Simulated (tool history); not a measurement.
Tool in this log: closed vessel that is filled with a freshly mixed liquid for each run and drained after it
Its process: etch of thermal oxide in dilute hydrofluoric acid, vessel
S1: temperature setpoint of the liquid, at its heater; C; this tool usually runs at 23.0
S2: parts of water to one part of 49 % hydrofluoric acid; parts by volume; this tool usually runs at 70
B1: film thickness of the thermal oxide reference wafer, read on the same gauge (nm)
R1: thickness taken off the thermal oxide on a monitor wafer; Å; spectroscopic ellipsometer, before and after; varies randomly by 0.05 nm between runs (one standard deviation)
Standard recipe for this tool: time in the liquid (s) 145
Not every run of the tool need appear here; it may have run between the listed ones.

{"run": 1, "hour": 0.0, "S1": 23.0, "S2": 70, "time in the liquid (s)": 145, "B1": 111.7, "R1": 98.4}
{"run": 2, "hour": 56.2, "S1": 23.0, "S2": 70, "time in the liquid (s)": 145, "B1": 112.0, "R1": 99.3}
{"run": 3, "hour": 111.1, "S1": 23.0, "S2": 70, "time in the liquid (s)": 145, "B1": 112.31, "R1": 99.9}
{"run": 4, "hour": 151.9, "S1": 23.0, "S2": 70, "time in the liquid (s)": 145, "B1": 112.61, "R1": 99.5}
{"run": 5, "hour": 192.3, "S1": 23.0, "S2": 70, "time in the liquid (s)": 145, "B1": 112.87, "R1": 100.5}
{"run": 6, "hour": 257.6, "S1": 23.0, "S2": 70, "time in the liquid (s)": 145, "B1": 113.32, "R1": 100.4}
{"hour": 297.0, "done": "gauge calibrated"}
{"run": 7, "hour": 311.2, "S1": 23.0, "S2": 70, "time in the liquid (s)": 145, "B1": 110.09, "R1": 97.8}
{"run": 8, "hour": 380.7, "S1": 23.0, "S2": 70, "time in the liquid (s)": 145, "B1": 110.13, "R1": 97.5}
{"run": 9, "hour": 426.0, "S1": 23.0, "S2": 70, "time in the liquid (s)": 145, "B1": 110.17, "R1": 97.6}
{"run": 10, "hour": 452.3, "S1": 23.0, "S2": 100, "time in the liquid (s)": 85, "B1": 110.18, "R1": 38.4}
{"run": 11, "hour": 516.5, "S1": 25.5, "S2": 70, "time in the liquid (s)": 145, "B1": 110.27, "R1": 106.8}
{"hour": 548.6, "done": "hydrofluoric acid flow meter replaced"}
{"run": 12, "hour": 567.3, "S1": 23.0, "S2": 85, "time in the liquid (s)": 120, "B1": 110.4, "R1": 65.3}
{"run": 13, "hour": 629.7, "S1": 23.0, "S2": 100, "time in the liquid (s)": 145, "B1": 110.57, "R1": 66.5}
{"run": 14, "hour": 654.0, "S1": 23.0, "S2": 70, "time in the liquid (s)": 110, "B1": 110.64, "R1": 73.8}
{"run": 15, "hour": 715.3, "S1": 23.0, "S2": 70, "time in the liquid (s)": 110, "B1": 110.85, "R1": 73.9}
{"hour": 724.2, "done": "thermometer replaced"}
{"run": 16, "hour": 776.8, "S1": 26.0, "S2": 55, "time in the liquid (s)": 70, "B1": 111.09, "R1": 70.1}
{"run": 17, "hour": 902.6, "S1": 24.5, "S2": 105, "time in the liquid (s)": 120, "B1": 111.66, "R1": 55.6}
{"run": 18, "hour": 940.3, "S1": 23.0, "S2": 70, "time in the liquid (s)": 145, "B1": 111.89, "R1": 99.1}

Below are 3 alternative next runs, each starting from the tool's condition after run 18. Predict each:
{"run": "A", "hour": 941.0, "S1": 23.0, "S2": 70, "time in the liquid (s)": 145, "B1": "?", "R1": "?"}
{"run": "B", "hour": 941.0, "S1": 27.5, "S2": 55, "time in the liquid (s)": 180, "B1": "?", "R1": "?"}
{"run": "C", "hour": 941.0, "S1": 28.0, "S2": 70, "time in the liquid (s)": 145, "B1": "?", "R1": "?"}

run=A B1=111.91 R1=99.4
run=B B1=111.91 R1=192.2
run=C B1=111.91 R1=121.4
Without the tool's unlogged condition, the same runs would have read:
run=A R1=97.7
run=B R1=188.9
run=C R1=119.4

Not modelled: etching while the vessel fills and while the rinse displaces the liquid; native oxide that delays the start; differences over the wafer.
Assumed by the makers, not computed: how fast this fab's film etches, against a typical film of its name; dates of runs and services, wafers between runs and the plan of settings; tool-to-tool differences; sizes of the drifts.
